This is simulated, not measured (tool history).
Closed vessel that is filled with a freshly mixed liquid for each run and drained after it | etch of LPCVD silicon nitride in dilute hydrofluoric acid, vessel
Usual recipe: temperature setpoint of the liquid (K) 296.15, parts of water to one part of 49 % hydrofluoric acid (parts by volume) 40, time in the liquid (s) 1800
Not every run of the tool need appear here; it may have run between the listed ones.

run	hour	temperature setpoint of the liquid (K)	parts of water to one part of 49 % hydrofluoric acid (parts by volume)	time in the liquid (s)	wafers since the last listed run	hours since the thermometer was replaced	hours since the hydrofluoric acid flow meter was replaced	hours since the gauge calibration	read-back film thickness of the LPCVD silicon nitride reference wafer, read on the same gauge (nm)	thickness taken off the LPCVD silicon nitride on a monitor wafer (nm)
1	0.0	293.65	40	1800	0	2041.9	228.8	38.9	120.01	16.24
2	19.6	296.15	25	1800	815	2061.5	248.4	58.5	119.99	30.14
3	42.0	298.15	50	1800	931	2083.9	270.8	80.9	120.01	17.56
4	76.9	298.15	50	1800	1451	2118.8	305.7	115.8	120.00	17.63
5	91.0	298.15	50	1800	586	2132.9	319.8	129.9	120.00	17.55
6	117.1	296.15	40	1800	1085	2159.0	345.9	156.0	120.01	18.91
7	133.3	296.15	40	1800	673	2175.2	362.1	172.2	120.01	19.04
8	159.4	296.15	50	2590	1085	2201.3	388.2	198.3	120.02	21.96
9	188.5	296.15	50	2590	1210	2230.4	417.3	227.4	119.99	22.13
10	205.6	295.15	40	1800	711	2247.5	434.4	244.5	119.97	17.77
11	225.9	295.15	40	1800	844	2267.8	454.7	264.8	120.02	17.70
12	248.1	295.15	40	1800	923	2290.0	476.9	287.0	120.00	17.69
13	262.0	296.15	35	1800	578	2303.9	490.8	300.9	120.01	21.55
14	360.8	296.15	35	1800	4109	2402.7	589.6	399.7	120.02	21.27
15	380.3	296.15	40	1800	811	2422.2	609.1	419.2	120.01	18.74
16	398.3	296.15	40	1800	748	2440.2	627.1	437.2	120.00	18.80
17	431.9	291.15	40	1800	1397	2473.8	660.7	470.8	119.97	13.24
18	453.8	296.15	25	2085	910	2495.7	682.6	492.7	120.01	34.07
19	484.6	296.15	40	1800	1281	2526.5	713.4	523.5	120.00	18.62
20	517.2	296.15	40	1800	1356	2559.1	746.0	556.1	120.03	18.49
21	548.6	299.65	50	1485	1306	2590.5	777.4	587.5	120.01	15.50
# hour 592.3: gauge calibrated
# hour 621.7: thermometer replaced
# hour 630.0: hydrofluoric acid flow meter replaced
22	635.0	300.65	30	2590	3510	13.3	5.0	42.7	120.00	50.09
23	659.8	296.15	40	1800	1031	38.1	29.8	67.5	119.99	19.41
24	673.8	296.15	30	1800	582	52.1	43.8	81.5	119.99	25.91
25	706.5	296.15	30	1030	1360	84.8	76.5	114.2	120.01	14.63
26	729.7	296.15	50	2590	965	108.0	99.7	137.4	120.00	22.35
27	756.0	294.65	40	1800	1093	134.3	126.0	163.7	119.98	17.38
28	787.1	296.15	40	1800	1293	165.4	157.1	194.8	120.01	19.30
29	818.0	299.65	50	1200	1285	196.3	188.0	225.7	120.01	12.95
30	836.2	298.65	25	1305	757	214.5	206.2	243.9	120.01	25.93
31	866.2	292.15	55	1800	1247	244.5	236.2	273.9	120.03	10.70
32	878.2	296.15	40	1800	499	256.5	248.2	285.9	119.97	19.20

Per-run results on a tool with no hidden state, each run keeping its own random variation:
Unlogged tool condition in this case: liquid colder than its thermometer reads (K); hydrofluoric acid flow below the setpoint (%); gauge reads high (%).
run	thickness taken off the LPCVD silicon nitride on a monitor wafer (nm)
1	16.58
2	30.81
3	17.98
4	18.09
5	18.02
6	19.44
7	19.59
8	22.63
9	22.85
10	18.36
11	18.31
12	18.32
13	22.33
14	22.17
15	19.56
16	19.64
17	13.85
18	35.69
19	19.55
20	19.46
21	16.34
22	50.36
23	19.55
24	26.11
25	14.77
26	22.60
27	17.60
28	19.58
29	13.16
30	26.36
31	10.90
32	19.57
